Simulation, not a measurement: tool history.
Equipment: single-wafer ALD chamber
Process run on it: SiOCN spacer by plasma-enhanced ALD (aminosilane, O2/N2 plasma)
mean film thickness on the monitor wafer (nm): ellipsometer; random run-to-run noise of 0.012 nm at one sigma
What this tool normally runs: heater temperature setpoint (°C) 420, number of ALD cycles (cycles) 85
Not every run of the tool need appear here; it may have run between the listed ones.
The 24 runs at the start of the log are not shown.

| run | day | heater temperature setpoint (°C) | number of ALD cycles (cycles) | wafers since the last listed run | hours since the last thermocouple change | hours since the gauge calibration | read-back reference wafer on the same gauge, thickness_nm | mean film thickness on the monitor wafer (nm) |
|---|---|---|---|---|---|---|---|---|
| 25 | 50.15 | 407 | 85 | 191 | 2528.2 | 135.9 | 5.571 | 5.065 |
| 26 | 53.025 | 420 | 85 | 186 | 2597.2 | 204.9 | 5.569 | 4.854 |
| 27 | 55.988 | 420 | 99 | 192 | 2668.3 | 276 | 5.571 | 5.636 |
|  | 56.638 | thermocouple changed; heater temperature recalibrated |
| 28 | 57.721 | 420 | 94 | 90 | 26 | 317.6 | 5.569 | 5.418 |
| 29 | 59.712 | 420 | 85 | 129 | 73.8 | 365.4 | 5.569 | 4.911 |
| 30 | 62.542 | 420 | 85 | 183 | 141.7 | 433.3 | 5.573 | 4.899 |
| 31 | 65.008 | 409 | 70 | 160 | 200.9 | 492.5 | 5.569 | 4.213 |
| 32 | 66.317 | 420 | 85 | 84 | 232.3 | 523.9 | 5.57 | 4.907 |
| 33 | 67.588 | 406 | 92 | 82 | 262.8 | 554.4 | 5.569 | 5.587 |
| 34 | 69.729 | 428 | 98 | 139 | 314.2 | 605.8 | 5.568 | 5.495 |
| 35 | 71.438 | 408 | 98 | 110 | 355.2 | 646.8 | 5.57 | 5.889 |
| 36 | 72.933 | 430 | 71 | 97 | 391.1 | 682.7 | 5.568 | 3.946 |
| 37 | 74.225 | 420 | 90 | 83 | 422.1 | 713.7 | 5.57 | 5.202 |
| 38 | 76.304 | 430 | 85 | 135 | 472 | 763.6 | 5.571 | 4.723 |
| 39 | 77.462 | 420 | 85 | 75 | 499.8 | 791.4 | 5.571 | 4.919 |
| 40 | 79.692 | 410 | 91 | 144 | 553.3 | 844.9 | 5.571 | 5.416 |
| 41 | 81.854 | 429 | 85 | 140 | 605.2 | 896.8 | 5.572 | 4.735 |
| 42 | 84.062 | 432 | 92 | 143 | 658.2 | 949.8 | 5.569 | 5.047 |
| 43 | 86.262 | 407 | 100 | 142 | 711 | 1002.6 | 5.568 | 6.052 |
| 44 | 88.658 | 416 | 102 | 155 | 768.5 | 1060.1 | 5.567 | 5.984 |
| 45 | 91.283 | 431 | 92 | 170 | 831.5 | 1123.1 | 5.566 | 5.083 |
| 46 | 93.054 | 433 | 85 | 115 | 874 | 1165.6 | 5.568 | 4.647 |

Here are 5 independent what-if runs from the current tool condition. What would each one return?
| A | 93.079 | 415 | 85 | 1 | 874.6 | 1166.2 | ? | ? |
| B | 93.079 | 426 | 93 | 1 | 874.6 | 1166.2 | ? | ? |
| C | 93.079 | 433 | 81 | 1 | 874.6 | 1166.2 | ? | ? |
| D | 93.079 | 405 | 98 | 1 | 874.6 | 1166.2 | ? | ? |
| E | 93.079 | 407 | 101 | 1 | 874.6 | 1166.2 | ? | ? |

| run | read-back reference wafer on the same gauge, thickness_nm | mean film thickness on the monitor wafer (nm) |
|---|---|---|
| A | 5.571 | 4.972 |
| B | 5.571 | 5.225 |
| C | 5.571 | 4.431 |
| D | 5.571 | 5.938 |
| E | 5.571 | 6.077 |
The same runs, with their run-to-run variation unchanged, on a tool lacking any hidden condition would have given:
| run | mean film thickness on the monitor wafer (nm) |
|---|---|
| A | 4.995 |
| B | 5.25 |
| C | 4.454 |
| D | 5.965 |
| E | 6.105 |

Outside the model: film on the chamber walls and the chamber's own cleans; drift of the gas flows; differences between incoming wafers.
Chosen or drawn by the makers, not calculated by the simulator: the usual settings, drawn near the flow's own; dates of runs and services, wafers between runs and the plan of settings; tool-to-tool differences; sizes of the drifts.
